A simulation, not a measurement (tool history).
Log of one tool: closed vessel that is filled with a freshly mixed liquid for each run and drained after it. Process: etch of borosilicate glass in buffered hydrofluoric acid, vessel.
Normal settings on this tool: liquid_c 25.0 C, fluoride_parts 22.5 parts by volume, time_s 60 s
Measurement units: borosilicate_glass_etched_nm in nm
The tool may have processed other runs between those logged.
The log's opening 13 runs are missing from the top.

run    hour  liquid_c  fluoride_parts  time_s  wafers since the last listed run  hours since the thermometer was replaced  hours since the hydrofluoric acid flow meter was replaced  hours since the gauge calibration  read-back film thickness of the borosilicate glass reference wafer, read on the same gauge (nm)  borosilicate_glass_etched_nm
 14  1139.9      21.0            22.5      60                              8458                                     304.7                                                     1264.0                              212.5                                                                                            80.00                         35.38
     1196.2  -- hydrofluoric acid flow meter replaced
 15  1232.4      25.0            22.5      60                             10347                                     397.2                                                       36.2                              305.0                                                                                            80.01                         39.24
 16  1291.7      25.0            22.5      60                              6706                                     456.5                                                       95.5                              364.3                                                                                            79.96                         39.62
 17  1352.6      25.0            22.5      60                              6887                                     517.4                                                      156.4                              425.2                                                                                            79.97                         39.04
 18  1443.6      22.0            30.0      60                             10290                                     608.4                                                      247.4                              516.2                                                                                            80.03                         28.02
 19  1499.8      25.0            22.5      80                              6355                                     664.6                                                      303.6                              572.4                                                                                            79.98                         53.39
 20  1577.4      28.0            30.0      60                              8775                                     742.2                                                      381.2                              650.0                                                                                            80.01                         39.54
 21  1641.5      28.0            20.0      45                              7248                                     806.3                                                      445.3                              714.1                                                                                            80.03                         39.61
 22  1744.3      28.0            22.5      60                             11625                                     909.1                                                      548.1                              816.9                                                                                            79.93                         47.30
 23  1784.5      29.0            18.5      60                              4546                                     949.3                                                      588.3                              857.1                                                                                            80.01                         60.43
 24  1870.8      27.0            28.5      80                              9759                                    1035.6                                                      674.6                              943.4                                                                                            80.03                         52.08
 25  1926.9      29.5            30.0      45                              6344                                    1091.7                                                      730.7                              999.5                                                                                            80.01                         32.55
 26  2020.2      23.0            27.5      30                             10551                                    1185.0                                                      824.0                             1092.8                                                                                            79.97                         15.99
 27  2069.4      27.0            15.0      80                              5563                                    1234.2                                                      873.2                             1142.0                                                                                            80.02                         90.57
 28  2122.9      30.0            30.0      45                              6050                                    1287.7                                                      926.7                             1195.5                                                                                            79.96                         33.67

Run 29 comes next. What will it give?
 29  2211.6      25.0            22.5      60                             10030                                    1376.4                                                     1015.4                             1284.2                                                                                                ?                             ?

For run 29 the tool returned read-back film thickness of the borosilicate glass reference wafer, read on the same gauge (nm) 79.99, borosilicate_glass_etched_nm 42.21 nm.
Had the tool carried no hidden state, the very same run would have given borosilicate_glass_etched_nm 39.34 nm.
